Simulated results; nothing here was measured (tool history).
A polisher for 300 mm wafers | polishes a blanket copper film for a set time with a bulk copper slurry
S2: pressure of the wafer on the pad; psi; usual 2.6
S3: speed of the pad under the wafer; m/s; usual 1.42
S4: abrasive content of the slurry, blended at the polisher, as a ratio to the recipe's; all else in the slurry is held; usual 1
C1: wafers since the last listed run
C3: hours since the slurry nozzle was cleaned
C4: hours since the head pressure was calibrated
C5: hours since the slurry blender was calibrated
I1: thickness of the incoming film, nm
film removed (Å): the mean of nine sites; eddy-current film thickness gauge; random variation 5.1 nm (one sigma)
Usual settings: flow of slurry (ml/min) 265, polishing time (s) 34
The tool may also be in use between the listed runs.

Run 1, day 0: usual settings; C1 0; wafers polished on this pad 1533; C3 37.1; C4 73.6; C5 263.8; I1 3278.1. Result: film removed (Å) 3894.
At day 0.746: slurry blender recalibrated.
Run 2, day 2.779: usual settings; C1 852; wafers polished on this pad 2385; C3 103.8; C4 140.3; C5 48.8; I1 3323.5. Result: film removed (Å) 3806.
At day 3.412: worn pad replaced by a new one.
Run 3, day 4.312: usual settings; C1 432; wafers polished on this pad 284; C3 140.6; C4 177.1; C5 85.6; I1 3298.3. Result: film removed (Å) 3787.
Run 4, day 5.408: usual settings; C1 346; wafers polished on this pad 631; C3 166.9; C4 203.4; C5 111.9; I1 3304.2. Result: film removed (Å) 3766.
Run 5, day 8.396: usual settings; C1 944; wafers polished on this pad 1575; C3 238.6; C4 275.1; C5 183.6; I1 3331.3. Result: film removed (Å) 3749.
Run 6, day 9.796: usual settings; C1 442; wafers polished on this pad 2018; C3 272.2; C4 308.7; C5 217.2; I1 3296. Result: film removed (Å) 3695.
At day 12.279: worn pad replaced by a new one.
Run 7, day 12.638: usual settings; C1 845; wafers polished on this pad 113; C3 340.4; C4 376.9; C5 285.4; I1 3242.1. Result: film removed (Å) 3593.
At day 13.358: head pressure recalibrated.
At day 13.729: slurry blender recalibrated.
Run 8, day 13.962: usual settings; C1 366; wafers polished on this pad 479; C3 372.2; C4 14.5; C5 5.6; I1 3275.3. Result: film removed (Å) 3356.
Run 9, day 15.162: usual settings; C1 379; wafers polished on this pad 859; C3 401; C4 43.3; C5 34.4; I1 3245.8. Result: film removed (Å) 3353.
Run 10, day 18.067: usual settings; C1 918; wafers polished on this pad 1777; C3 470.7; C4 113; C5 104.1; I1 3276.3. Result: film removed (Å) 3316.
At day 19.404: worn pad replaced by a new one.
At day 20.288: head pressure recalibrated, repeated, since the last time left the tool worse.
Run 11, day 20.921: usual settings but S2 3.1 psi, S3 1.14 m/s, polishing time (s) 44; C1 823; wafers polished on this pad 452; C3 539.2; C4 15.2; C5 172.6; I1 3311.5. Result: film removed (Å) 4576.
Run 12, day 22.075: usual settings but flow of slurry (ml/min) 330, S3 1.82 m/s; C1 364; wafers polished on this pad 817; C3 566.9; C4 42.9; C5 200.3; I1 3263.7. Result: film removed (Å) 5050.
Run 13, day 24.204: usual settings but flow of slurry (ml/min) 335; C1 673; wafers polished on this pad 1490; C3 618; C4 94; C5 251.4; I1 3310.7. Result: film removed (Å) 3904.
At day 24.35: slurry blender recalibrated.
Run 14, day 25.292: usual settings; C1 317; wafers polished on this pad 1808; C3 644.1; C4 120.1; C5 22.6; I1 3287.2. Result: film removed (Å) 3762.
Run 15, day 28.171: usual settings; C1 910; wafers polished on this pad 2718; C3 713.2; C4 189.2; C5 91.7; I1 3292.3. Result: film removed (Å) 3866.
At day 28.35: worn pad replaced by a new one.
Run 16, day 29.492: usual settings but polishing time (s) 40; C1 364; wafers polished on this pad 360; C3 744.9; C4 220.9; C5 123.4; I1 3254.6. Result: film removed (Å) 4478.
At day 30.004: slurry nozzle cleaned.
Run 17, day 30.779: usual settings but flow of slurry (ml/min) 200, S3 1.1 m/s; C1 393; wafers polished on this pad 754; C3 18.6; C4 251.8; C5 154.3; I1 3279.2. Result: film removed (Å) 2838.
Run 18, day 32.725: usual settings but S4 0.9, polishing time (s) 43; C1 615; wafers polished on this pad 1369; C3 65.3; C4 298.5; C5 201; I1 3339.9. Result: film removed (Å) 4616.
At day 34.717: head pressure recalibrated.
Run 19, day 35.367: usual settings but S3 1.28 m/s; C1 808; wafers polished on this pad 2178; C3 128.7; C4 15.6; C5 264.4; I1 3325.1. Result: film removed (Å) 3474.
At day 36.842: worn pad replaced by a new one.
At day 38.008: slurry blender recalibrated.
Run 20, day 38.029: usual settings; C1 762; wafers polished on this pad 348; C3 192.6; C4 79.5; C5 0.5; I1 3316.4. Result: film removed (Å) 3895.
Run 21, day 39.121: usual settings but S4 1.2, polishing time (s) 22; C1 345; wafers polished on this pad 694; C3 218.8; C4 105.7; C5 26.7; I1 3354.1. Result: film removed (Å) 2617.

Hidden state or all else? Some run-to-run changes of film removed (Å), split into what the settings, what came in and random variation would give without the hidden state, and what is left for the hidden state (with any gauge scatter that isn't in both results):
The hidden state here: removal rate lost through wear of the pad, %; slurry flow missing at the pad, %; deviation of the head's pressure from its setpoint, %; abrasive missing from the slurry, %.
Run 10 -> 11: S2 2.6 -> 3.1, S3 1.42 -> 1.14, polishing time (s) 34 -> 44, worn pad replaced by a new one, head pressure recalibrated, repeated, since the last time left the tool worse. film removed (Å) +1260: hidden state +466, all else +794.
Run 16 -> 17: flow of slurry (ml/min) 265 -> 200, S3 1.42 -> 1.1, polishing time (s) 40 -> 34, slurry nozzle cleaned. film removed (Å) -1640: hidden state +16, all else -1656.
Run 17 -> 18: flow of slurry (ml/min) 200 -> 265, S3 1.1 -> 1.42, S4 1 -> 0.9, polishing time (s) 34 -> 43. film removed (Å) +1778: hidden state -113, all else +1891.
Run 18 -> 19: S3 1.42 -> 1.28, S4 0.9 -> 1, polishing time (s) 43 -> 34, head pressure recalibrated. film removed (Å) -1142: hidden state +212, all else -1354.

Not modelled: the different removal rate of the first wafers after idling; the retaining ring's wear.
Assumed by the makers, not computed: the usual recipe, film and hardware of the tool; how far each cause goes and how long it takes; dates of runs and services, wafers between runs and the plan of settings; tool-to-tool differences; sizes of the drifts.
